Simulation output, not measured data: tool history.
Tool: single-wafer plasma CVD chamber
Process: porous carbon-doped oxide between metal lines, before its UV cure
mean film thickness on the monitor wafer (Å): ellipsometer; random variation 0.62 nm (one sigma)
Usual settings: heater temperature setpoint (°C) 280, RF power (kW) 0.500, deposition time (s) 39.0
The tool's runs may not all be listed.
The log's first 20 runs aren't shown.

run,hour,heater temperature setpoint (°C),RF power (kW),deposition time (s),wafers since the last listed run,hours since the last thermocouple change,hours since the last RF generator calibration,hours since the showerhead was replaced,hours since the gauge calibration,"read-back reference wafer on the same gauge, thickness_nm",mean film thickness on the monitor wafer (Å)
# hour 532.0: RF generator calibrated
21,532.5,291,0.500,39.0,103,1976.6,0.5,232.2,278.4,247.009,2153.62
22,545.4,275,0.500,39.0,194,1989.5,13.4,245.1,291.3,246.953,2367.00
23,559.6,280,0.500,39.0,213,2003.7,27.6,259.3,305.5,246.907,2314.18
# hour 588.7: thermocouple changed; heater temperature recalibrated
24,594.7,274,0.570,46.7,407,6.0,62.7,294.4,340.6,246.949,3102.33
25,627.3,289,0.460,46.1,490,38.6,95.3,327.0,373.2,247.001,2286.37
26,645.0,288,0.500,32.7,266,56.3,113.0,344.7,390.9,246.966,1802.52
27,669.0,280,0.500,39.0,361,80.3,137.0,368.7,414.9,246.954,2237.70
28,688.8,280,0.565,39.0,298,100.1,156.8,388.5,434.7,246.995,2491.08
29,711.9,288,0.405,35.9,347,123.2,179.9,411.6,457.8,247.175,1552.96
30,725.3,280,0.500,39.0,201,136.6,193.3,425.0,471.2,247.028,2241.35
31,759.7,268,0.500,39.0,517,171.0,227.7,459.4,505.6,247.057,2399.24
32,783.0,280,0.560,43.7,350,194.3,251.0,482.7,528.9,246.965,2790.09
33,802.5,280,0.500,39.0,293,213.8,270.5,502.2,548.4,246.917,2237.19

Forecast each of these 5 alternatives for the next run:
A,802.9,280,0.500,42.1,6,214.2,270.9,502.6,548.8,?,?
B,802.9,280,0.540,34.5,6,214.2,270.9,502.6,548.8,?,?
C,802.9,287,0.445,43.1,6,214.2,270.9,502.6,548.8,?,?
D,802.9,291,0.450,44.4,6,214.2,270.9,502.6,548.8,?,?
E,802.9,285,0.460,39.0,6,214.2,270.9,502.6,548.8,?,?

run,"read-back reference wafer on the same gauge, thickness_nm",mean film thickness on the monitor wafer (Å)
A,246.950,2403.08
B,246.950,2129.14
C,246.950,2084.25
D,246.950,2127.06
E,246.950,1987.84
Without the tool's hidden state the same runs would have given:
run,mean film thickness on the monitor wafer (Å)
A,2400.25
B,2126.05
C,2084.74
D,2127.79
E,1988.20

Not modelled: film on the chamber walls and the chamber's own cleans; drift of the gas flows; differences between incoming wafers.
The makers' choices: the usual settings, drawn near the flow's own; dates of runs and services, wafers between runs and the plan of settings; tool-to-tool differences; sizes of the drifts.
